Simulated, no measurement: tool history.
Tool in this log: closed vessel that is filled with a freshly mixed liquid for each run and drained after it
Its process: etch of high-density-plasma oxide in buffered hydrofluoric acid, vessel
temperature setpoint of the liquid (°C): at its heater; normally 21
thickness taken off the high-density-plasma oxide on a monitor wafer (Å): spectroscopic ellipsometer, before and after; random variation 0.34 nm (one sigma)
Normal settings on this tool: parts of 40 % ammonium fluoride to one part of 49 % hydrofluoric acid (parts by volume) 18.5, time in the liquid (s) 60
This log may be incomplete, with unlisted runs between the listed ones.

| run | hour | temperature setpoint of the liquid (°C) | parts of 40 % ammonium fluoride to one part of 49 % hydrofluoric acid (parts by volume) | time in the liquid (s) | read-back film thickness of the high-density-plasma oxide reference wafer, read on the same gauge (nm) | thickness taken off the high-density-plasma oxide on a monitor wafer (Å) |
|---|---|---|---|---|---|---|
| 1 | 0 | 21 | 18.5 | 60 | 110.02 | 362.2 |
| 2 | 8.5 | 21 | 18.5 | 60 | 109.98 | 361.2 |
|  | 20.9 | gauge calibrated |
| 3 | 40.4 | 21 | 18.5 | 60 | 110.04 | 358.2 |
| 4 | 56 | 21 | 18.5 | 60 | 110 | 361.3 |
| 5 | 66.2 | 21 | 18.5 | 85 | 110.03 | 501 |
| 6 | 78.2 | 21 | 18.5 | 85 | 110.01 | 507.6 |
| 7 | 89 | 21 | 18.5 | 85 | 110.01 | 507 |
| 8 | 131.8 | 21 | 13 | 60 | 110 | 510.4 |
| 9 | 139 | 21 | 13 | 60 | 109.94 | 499.1 |
| 10 | 171.1 | 24 | 18.5 | 60 | 110.04 | 421.5 |
|  | 179.3 | thermometer replaced |
| 11 | 180.7 | 24 | 18.5 | 60 | 110.04 | 484.5 |
| 12 | 191.3 | 24 | 18.5 | 60 | 109.98 | 483.9 |
| 13 | 200.1 | 21 | 17 | 60 | 110.02 | 447 |
|  | 210.3 | hydrofluoric acid flow meter replaced |
| 14 | 212.8 | 18.5 | 18.5 | 60 | 110.04 | 357.4 |
| 15 | 224.3 | 21 | 23.5 | 40 | 109.98 | 227.9 |
| 16 | 248.7 | 19 | 24 | 30 | 110.03 | 148.1 |
| 17 | 256.3 | 21 | 18.5 | 45 | 109.98 | 309.3 |
| 18 | 300.3 | 23.5 | 13 | 35 | 110 | 391.4 |
| 19 | 317.6 | 21 | 18.5 | 60 | 110.02 | 407.3 |
| 20 | 329.8 | 21 | 18.5 | 60 | 109.94 | 407.3 |
|  | 339.4 | gauge calibrated |
| 21 | 341.4 | 21 | 22.5 | 60 | 110.04 | 351.5 |
| 22 | 351.3 | 21 | 18.5 | 60 | 109.98 | 408.9 |
| 23 | 358.3 | 17 | 16 | 60 | 110.01 | 369.4 |
| 24 | 367.8 | 19 | 20.5 | 30 | 110.01 | 164 |
| 25 | 381.1 | 25.5 | 26 | 75 | 110.02 | 509.6 |
| 26 | 388 | 21 | 15.5 | 60 | 109.96 | 486.4 |
| 27 | 399.7 | 21 | 15 | 60 | 110.04 | 496.8 |
| 28 | 408 | 17 | 18.5 | 80 | 110.05 | 431.8 |
| 29 | 435.5 | 17 | 21.5 | 60 | 110.02 | 281.8 |

Selected run-to-run steps in thickness taken off the high-density-plasma oxide on a monitor wafer (Å), each split into two signed amounts: the part the tool would show with no hidden state at all (from settings, incoming material and random variation), and the remainder, which goes to the hidden state together with any gauge scatter not common to the measured and the hidden-state-free results:
Hidden state at play: liquid colder than its thermometer reads (K); hydrofluoric acid flow above the setpoint (%); gauge reads high (%).
Run 4 -> 5: time in the liquid (s) 60 -> 85. thickness taken off the high-density-plasma oxide on a monitor wafer (Å) +139.7: hidden state -25, all else +164.7.
Run 10 -> 11: thermometer replaced. thickness taken off the high-density-plasma oxide on a monitor wafer (Å) +63: hidden state +67.7, all else -4.7.
Run 23 -> 24: temperature setpoint of the liquid (°C) 17 -> 19, parts of 40 % ammonium fluoride to one part of 49 % hydrofluoric acid (parts by volume) 16 -> 20.5, time in the liquid (s) 60 -> 30. thickness taken off the high-density-plasma oxide on a monitor wafer (Å) -205.4: hidden state +7.8, all else -213.2.
Run 24 -> 25: temperature setpoint of the liquid (°C) 19 -> 25.5, parts of 40 % ammonium fluoride to one part of 49 % hydrofluoric acid (parts by volume) 20.5 -> 26, time in the liquid (s) 30 -> 75. thickness taken off the high-density-plasma oxide on a monitor wafer (Å) +345.6: hidden state -13.5, all else +359.1.

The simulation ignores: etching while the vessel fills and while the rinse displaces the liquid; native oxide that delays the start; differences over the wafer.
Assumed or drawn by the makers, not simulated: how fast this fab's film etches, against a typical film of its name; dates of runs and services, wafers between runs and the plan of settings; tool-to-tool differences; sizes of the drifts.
